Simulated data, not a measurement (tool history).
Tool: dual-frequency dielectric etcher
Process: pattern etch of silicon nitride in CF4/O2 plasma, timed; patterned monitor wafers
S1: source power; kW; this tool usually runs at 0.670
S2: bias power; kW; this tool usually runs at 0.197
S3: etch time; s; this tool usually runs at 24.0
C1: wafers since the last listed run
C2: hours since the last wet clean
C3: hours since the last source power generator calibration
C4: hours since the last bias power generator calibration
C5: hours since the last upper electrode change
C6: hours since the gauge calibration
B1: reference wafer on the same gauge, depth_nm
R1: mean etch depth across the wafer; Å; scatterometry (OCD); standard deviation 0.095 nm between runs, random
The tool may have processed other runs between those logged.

run     day     S1     S2    S3   C1     C2      C3      C4      C5     C6    B1   R1
  1   0.000  0.560  0.197  24.0    0  419.8  3999.7  2172.4  5613.7  240.8  53.9  529
  2   0.712  0.670  0.197  24.0  270  436.9  4016.8  2189.5  5630.8  257.9  53.9  619
  3   1.383  0.720  0.197  22.0  254  453.0  4032.9  2205.6  5646.9  274.0  53.9  605
  4   1.750  0.790  0.197  24.0  139  461.8  4041.7  2214.4  5655.7  282.8  53.9  715
      1.954  -- bias power generator calibrated
  5   2.254  0.790  0.197  24.0  128  473.9  4053.8     7.2  5667.8  294.9  53.9  717
  6   3.217  0.670  0.197  24.0  365  497.0  4076.9    30.3  5690.9  318.0  53.9  618
  7   3.758  0.670  0.197  24.0  205  510.0  4089.9    43.3  5703.9  331.0  53.9  619
  8   4.029  0.670  0.197  24.0  102  516.5  4096.4    49.8  5710.4  337.5  53.9  621
  9   4.338  0.670  0.197  24.0  116  523.9  4103.8    57.2  5717.8  344.9  53.9  620
 10   4.800  0.670  0.197  24.0  175  535.0  4114.9    68.3  5728.9  356.0  53.9  621
 11   5.538  0.670  0.197  24.0  279  552.7  4132.6    86.0  5746.6  373.7  53.9  621
 12   6.242  0.560  0.197  24.0  267  569.6  4149.5   102.9  5763.5  390.6  53.9  531
      6.538  -- source power generator calibrated
 13   6.871  0.670  0.197  24.0  175  584.7     8.0   118.0  5778.6  405.7  53.9  651
 14   7.508  0.610  0.197  22.0  241  600.0    23.3   133.3  5793.9  421.0  53.9  552
      9.179  -- wet clean of the chamber
      9.583  -- upper electrode replaced
 15   9.604  0.830  0.161  19.5  262   10.2    73.6   183.6     0.5  471.3  53.9  596
 16   9.617  0.670  0.197  24.0    4   10.5    73.9   183.9     0.8  471.6  53.9  641
 17   9.633  0.770  0.182  17.5    6   10.9    74.3   184.3     1.2  472.0  53.9  518
 18   9.646  0.560  0.211  21.5    4   11.2    74.6   184.6     1.5  472.3  53.9  499
 19   9.817  0.670  0.197  24.0   64   15.3    78.7   188.7     5.6  476.4  53.9  639
      9.862  -- gauge calibrated
 20  10.433  0.670  0.197  26.0  233   30.1    93.5   203.5    20.4   13.7  53.9  693
 21  11.517  0.820  0.172  27.5  410   56.1   119.5   229.5    46.4   39.7  53.9  845
 22  11.879  0.670  0.243  29.5  137   64.8   128.2   238.2    55.1   48.4  53.9  833
 23  12.475  0.740  0.197  19.5  226   79.1   142.5   252.5    69.4   62.7  53.9  566
 24  13.121  0.670  0.183  28.0  244   94.6   158.0   268.0    84.9   78.2  53.9  734
 25  13.712  0.790  0.173  24.0  224  108.8   172.2   282.2    99.1   92.4  53.9  716
 26  15.796  0.540  0.169  21.0  790  158.8   222.2   332.2   149.1  142.4  53.9  447
 27  16.062  0.590  0.197  24.0  101  165.2   228.6   338.6   155.5  148.8  53.9  573
 28  16.604  0.670  0.197  24.0  205  178.2   241.6   351.6   168.5  161.8  53.9  640
 29  16.958  0.820  0.151  22.0  134  186.7   250.1   360.1   177.0  170.3  53.9  658
 30  17.421  0.670  0.197  24.0  175  197.8   261.2   371.2   188.1  181.4  53.9  640
 31  17.875  0.670  0.197  24.0  172  208.7   272.1   382.1   199.0  192.3  53.9  641

Some steps in R1 between neighbouring runs. How much of each would the tool show without its hidden state too (settings, what came in, random variation), and how much is left for the hidden state, with any gauge scatter that isn't in both results?
The tool's hidden condition here consists of: etch rate over this chamber's usual, %; source power that arrives over what is set, %; bias power that arrives over what is set, %; gauge reads high (%).
Run 1 -> 2: S1 0.560 -> 0.670. R1 +90 Å: hidden state -3, all else +93.
Run 12 -> 13: S1 0.560 -> 0.670, source power generator calibrated. R1 +120 Å: hidden state +29, all else +91.
Run 14 -> 15: S1 0.610 -> 0.830, S2 0.197 -> 0.161, S3 22.0 -> 19.5, wet clean of the chamber, upper electrode replaced. R1 +44 Å: hidden state -10, all else +54.
Run 22 -> 23: S1 0.670 -> 0.740, S2 0.243 -> 0.197, S3 29.5 -> 19.5. R1 -267 Å: hidden state -3, all else -264.
Run 23 -> 24: S1 0.740 -> 0.670, S2 0.197 -> 0.183, S3 19.5 -> 28.0. R1 +168 Å: hidden state +2, all else +166.
Run 25 -> 26: S1 0.790 -> 0.540, S2 0.173 -> 0.169, S3 24.0 -> 21.0. R1 -269 Å: hidden state -3, all else -266.

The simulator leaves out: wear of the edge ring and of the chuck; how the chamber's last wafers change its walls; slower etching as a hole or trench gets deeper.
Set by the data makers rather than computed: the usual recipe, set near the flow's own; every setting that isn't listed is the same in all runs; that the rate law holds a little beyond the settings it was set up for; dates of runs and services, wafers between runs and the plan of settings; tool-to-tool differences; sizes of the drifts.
